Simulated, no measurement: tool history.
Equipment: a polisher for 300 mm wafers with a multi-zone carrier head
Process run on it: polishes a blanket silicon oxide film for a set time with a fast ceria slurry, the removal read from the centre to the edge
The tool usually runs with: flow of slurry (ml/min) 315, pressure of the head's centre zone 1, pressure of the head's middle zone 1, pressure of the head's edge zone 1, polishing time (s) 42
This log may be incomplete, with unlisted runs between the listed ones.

| run | hour | flow of slurry (ml/min) | pressure of the head's centre zone | pressure of the head's middle zone | pressure of the head's edge zone | polishing time (s) | incoming thickness of the incoming film, nm | film removed at the wafer's centre (Å) | film removed at mid-radius (Å) | film removed at the wafer's edge (Å) |
|---|---|---|---|---|---|---|---|---|---|---|
| 1 | 0 | 315 | 1 | 1 | 1 | 42 | 2011.6 | 5535 | 5668 | 5391 |
|  | 6.8 | centre zone pressure recalibrated |
|  | 45.9 | edge zone pressure recalibrated |
| 2 | 53.3 | 315 | 1 | 1 | 1 | 42 | 2053.2 | 5386 | 5522 | 5383 |
|  | 86.7 | worn pad replaced by a new one |
|  | 96.6 | carrier head's membrane replaced by a new one |
| 3 | 97.1 | 315 | 1 | 1 | 1 | 42 | 1964.6 | 5447 | 5453 | 5376 |
| 4 | 142.9 | 315 | 1 | 1 | 1 | 42 | 2033.9 | 5503 | 5605 | 5468 |
| 5 | 213.3 | 315 | 1 | 1 | 1 | 42 | 1987.5 | 5409 | 5624 | 5401 |
| 6 | 238.3 | 315 | 1 | 1 | 1 | 42 | 2037.6 | 5250 | 5584 | 5533 |
|  | 320.5 | slurry nozzle cleaned |
| 7 | 323 | 315 | 0.89 | 1 | 1 | 42 | 1988.8 | 4842 | 5440 | 5380 |
|  | 365.5 | edge zone pressure recalibrated |
| 8 | 382.6 | 315 | 1 | 1 | 1 | 42 | 1983.7 | 5471 | 5594 | 5415 |
|  | 398.3 | worn pad replaced by a new one |
| 9 | 409.9 | 225 | 0.91 | 1.12 | 1.09 | 42 | 1964.1 | 4823 | 5754 | 5502 |
| 10 | 450.7 | 315 | 1 | 1 | 1 | 28 | 2034.8 | 3711 | 3617 | 3629 |
| 11 | 487.3 | 220 | 1 | 1 | 1 | 42 | 2011.4 | 5098 | 5232 | 5239 |
| 12 | 535.5 | 315 | 0.89 | 0.95 | 0.93 | 42 | 1990.5 | 4915 | 5405 | 5281 |
| 13 | 565.2 | 240 | 1 | 1 | 1 | 42 | 2054.8 | 5285 | 5255 | 5432 |
| 14 | 614.6 | 315 | 1 | 1.08 | 1 | 30 | 1993.8 | 3850 | 4205 | 3965 |
| 15 | 654.4 | 315 | 1 | 1 | 1 | 42 | 1973.2 | 5374 | 5586 | 5413 |
|  | 659.6 | worn pad replaced by a new one |
|  | 666 | edge zone pressure recalibrated |
| 16 | 680.5 | 315 | 0.89 | 0.95 | 0.93 | 42 | 2049.7 | 4767 | 5344 | 5352 |
|  | 684.9 | slurry nozzle cleaned |
| 17 | 736.7 | 410 | 1 | 1 | 1 | 42 | 1987.1 | 5557 | 5633 | 5591 |
| 18 | 785 | 220 | 1 | 0.9 | 1.07 | 50 | 1987.6 | 6076 | 5896 | 6444 |
| 19 | 816.3 | 250 | 1.1 | 1 | 0.92 | 30 | 2012.1 | 4247 | 3906 | 3628 |
| 20 | 844 | 315 | 0.94 | 1 | 1 | 42 | 1986.2 | 5260 | 5486 | 5544 |
| 21 | 889.7 | 315 | 1 | 1 | 0.88 | 42 | 2029.5 | 5374 | 5541 | 5088 |
| 22 | 923.4 | 395 | 1 | 1 | 1 | 42 | 2022.4 | 5600 | 5594 | 5489 |

Give the tool's hidden conditions for every run:
removal rate lost through wear of the pad, %: 0 at every run
slurry flow missing at the pad, %: 0 at every run
deviation of the centre zone's pressure from its setpoint, %: 0 at every run
deviation of the edge zone's pressure from its setpoint, %: 0 at every run
